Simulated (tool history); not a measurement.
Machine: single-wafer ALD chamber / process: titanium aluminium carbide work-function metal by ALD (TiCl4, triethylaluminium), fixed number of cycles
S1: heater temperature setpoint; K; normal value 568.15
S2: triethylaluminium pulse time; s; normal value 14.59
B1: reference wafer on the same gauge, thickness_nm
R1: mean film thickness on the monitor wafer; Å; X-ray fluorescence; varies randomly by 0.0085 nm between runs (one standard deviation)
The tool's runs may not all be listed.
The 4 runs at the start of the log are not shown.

run    hour      S1     S2     B1     R1
  5   275.4  562.15  16.41  1.955  20.82
      365.8  -- triethylaluminium bottle replaced
  6   370.8  574.15  14.59  1.959  22.58
  7   441.7  574.15  14.59  1.962  22.39
  8   537.9  568.15  14.59  1.963  21.80
      632.4  -- gauge calibrated
  9   641.2  568.15  16.84  1.961  21.88
 10   693.7  568.15  16.84  1.959  21.83
 11   730.8  568.15  14.59  1.963  21.78
 12   816.4  557.15  11.63  1.961  19.66
 13   924.3  557.15  11.63  1.964  19.40
 14  1001.7  559.15  17.10  1.962  20.88
 15  1098.2  555.15  14.59  1.959  20.04
 16  1136.6  553.15  12.05  1.962  18.65
 17  1234.5  581.15  10.23  1.959  18.61
 18  1306.3  582.15  17.29  1.962  23.02
     1322.3  -- triethylaluminium bottle replaced
 19  1395.8  577.15  16.35  1.958  22.82
 20  1483.1  582.15  14.59  1.960  23.30
 21  1562.0  579.15  18.92  1.960  23.09
     1598.9  -- showerhead replaced
 22  1627.6  563.15  14.59  1.963  21.33
 23  1692.7  579.15  17.65  1.961  23.20
 24  1735.7  553.15  12.05  1.960  19.61
 25  1831.8  568.15  14.59  1.959  21.69

What will run 26 give?
     1862.6  -- thermocouple changed; heater temperature recalibrated
 26  1906.1  568.15  14.59   ?   ?

B1: 1.959
R1: 21.62 Å
With no hidden state in the tool, this same run would have given R1 21.79 Å.

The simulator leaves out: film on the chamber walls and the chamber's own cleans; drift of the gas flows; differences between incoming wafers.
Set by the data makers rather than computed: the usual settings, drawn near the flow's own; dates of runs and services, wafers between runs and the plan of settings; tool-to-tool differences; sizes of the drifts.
